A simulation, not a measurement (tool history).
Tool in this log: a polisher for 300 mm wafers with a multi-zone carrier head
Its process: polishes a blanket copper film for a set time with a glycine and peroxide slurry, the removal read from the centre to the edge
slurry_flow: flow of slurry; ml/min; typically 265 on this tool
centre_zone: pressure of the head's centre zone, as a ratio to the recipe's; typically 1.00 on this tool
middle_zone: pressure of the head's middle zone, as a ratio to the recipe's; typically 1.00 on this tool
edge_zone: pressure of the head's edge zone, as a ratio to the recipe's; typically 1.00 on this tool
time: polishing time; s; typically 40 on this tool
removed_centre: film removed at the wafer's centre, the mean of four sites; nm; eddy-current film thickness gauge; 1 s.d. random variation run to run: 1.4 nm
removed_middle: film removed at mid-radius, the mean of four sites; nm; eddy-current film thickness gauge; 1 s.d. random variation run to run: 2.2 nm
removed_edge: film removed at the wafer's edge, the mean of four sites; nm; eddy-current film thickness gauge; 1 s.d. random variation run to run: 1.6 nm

| run | day | slurry_flow | centre_zone | middle_zone | edge_zone | time | wafers since the last listed run | wafers polished on this pad | hours since the slurry nozzle was cleaned | hours since the centre zone pressure was calibrated | hours since the edge zone pressure was calibrated | hours since the carrier head's membrane was replaced | incoming thickness of the incoming film, nm | removed_centre | removed_middle | removed_edge |
|---|---|---|---|---|---|---|---|---|---|---|---|---|---|---|---|---|
| 1 | 0.000 | 265 | 1.00 | 1.00 | 0.92 | 40 | 0 | 3943 | 196.6 | 157.3 | 449.7 | 408.7 | 1053.8 | 203.8 | 203.4 | 198.1 |
| 2 | 3.588 | 265 | 0.92 | 1.00 | 1.00 | 40 | 971 | 4914 | 282.7 | 243.4 | 535.8 | 494.8 | 1071.8 | 184.9 | 198.2 | 204.3 |
| 3 | 7.633 | 265 | 1.00 | 1.00 | 1.00 | 40 | 1095 | 6009 | 379.8 | 340.5 | 632.9 | 591.9 | 1091.2 | 202.3 | 198.9 | 207.1 |
| 4 | 10.067 | 320 | 1.00 | 1.00 | 1.00 | 40 | 658 | 6668 | 438.2 | 398.9 | 691.3 | 650.3 | 1062.9 | 204.2 | 207.7 | 208.4 |
| 5 | 12.467 | 265 | 0.89 | 1.00 | 1.00 | 40 | 649 | 7318 | 495.8 | 456.5 | 748.9 | 707.9 | 1053.2 | 176.7 | 198.9 | 205.1 |
| 6 | 14.900 | 265 | 1.00 | 1.00 | 1.00 | 40 | 658 | 7976 | 554.2 | 514.9 | 807.3 | 766.3 | 1068.9 | 198.3 | 201.3 | 203.7 |
|  | 15.150 | worn pad replaced by a new one |
| 7 | 17.292 | 265 | 1.00 | 1.00 | 1.00 | 32 | 602 | 579 | 611.6 | 572.3 | 864.7 | 823.7 | 1063.2 | 156.5 | 162.1 | 164.9 |
|  | 19.758 | slurry nozzle cleaned |
| 8 | 20.208 | 335 | 0.95 | 1.00 | 1.00 | 40 | 778 | 1357 | 10.8 | 642.3 | 934.7 | 893.7 | 1076.1 | 191.2 | 204.7 | 209.5 |
|  | 22.608 | edge zone pressure recalibrated |
| 9 | 23.038 | 265 | 1.00 | 1.00 | 1.00 | 40 | 743 | 2100 | 78.7 | 710.2 | 10.3 | 961.6 | 1082.8 | 194.9 | 203.3 | 205.3 |
| 10 | 25.675 | 265 | 1.00 | 1.00 | 1.00 | 40 | 713 | 2814 | 142.0 | 773.5 | 73.6 | 1024.9 | 1066.1 | 195.4 | 202.8 | 207.7 |
| 11 | 27.883 | 335 | 1.11 | 1.08 | 0.93 | 40 | 597 | 3412 | 195.0 | 826.5 | 126.6 | 1077.9 | 1067.7 | 221.7 | 215.3 | 200.7 |
| 12 | 38.858 | 265 | 1.00 | 1.00 | 1.00 | 40 | 2970 | 6383 | 458.4 | 1089.9 | 390.0 | 1341.3 | 1061.5 | 188.4 | 198.7 | 206.4 |
|  | 39.067 | worn pad replaced by a new one |
| 13 | 40.650 | 265 | 0.89 | 1.00 | 1.00 | 54 | 439 | 428 | 501.4 | 1132.9 | 433.0 | 1384.3 | 1068.7 | 224.4 | 268.8 | 273.6 |
|  | 43.146 | slurry nozzle cleaned |
| 14 | 43.925 | 265 | 1.00 | 1.00 | 1.00 | 40 | 875 | 1303 | 18.7 | 1211.5 | 511.6 | 1462.9 | 1059.2 | 187.7 | 202.2 | 206.9 |
|  | 44.629 | carrier head's membrane replaced by a new one |
|  | 44.846 | centre zone pressure recalibrated |
| 15 | 46.121 | 265 | 1.00 | 0.91 | 1.00 | 40 | 515 | 1818 | 71.4 | 30.6 | 564.3 | 35.8 | 1068.3 | 202.2 | 188.2 | 205.1 |
| 16 | 48.658 | 315 | 1.00 | 0.92 | 0.88 | 28 | 686 | 2505 | 132.3 | 91.5 | 625.2 | 96.7 | 1068.7 | 145.8 | 135.5 | 138.0 |

Expected results for the next run?
| 17 | 50.604 | 190 | 1.00 | 1.00 | 1.09 | 48 | 526 | 3032 | 179.0 | 138.2 | 671.9 | 143.4 | 1049.2 | ? | ? | ? |

Run 17 gave removed_centre 231.1 nm, removed_middle 234.3 nm, removed_edge 248.3 nm.
On a tool with no hidden condition, and with the same random variation, this run would have come out at removed_centre 231.8 nm, removed_middle 234.3 nm, removed_edge 248.3 nm.
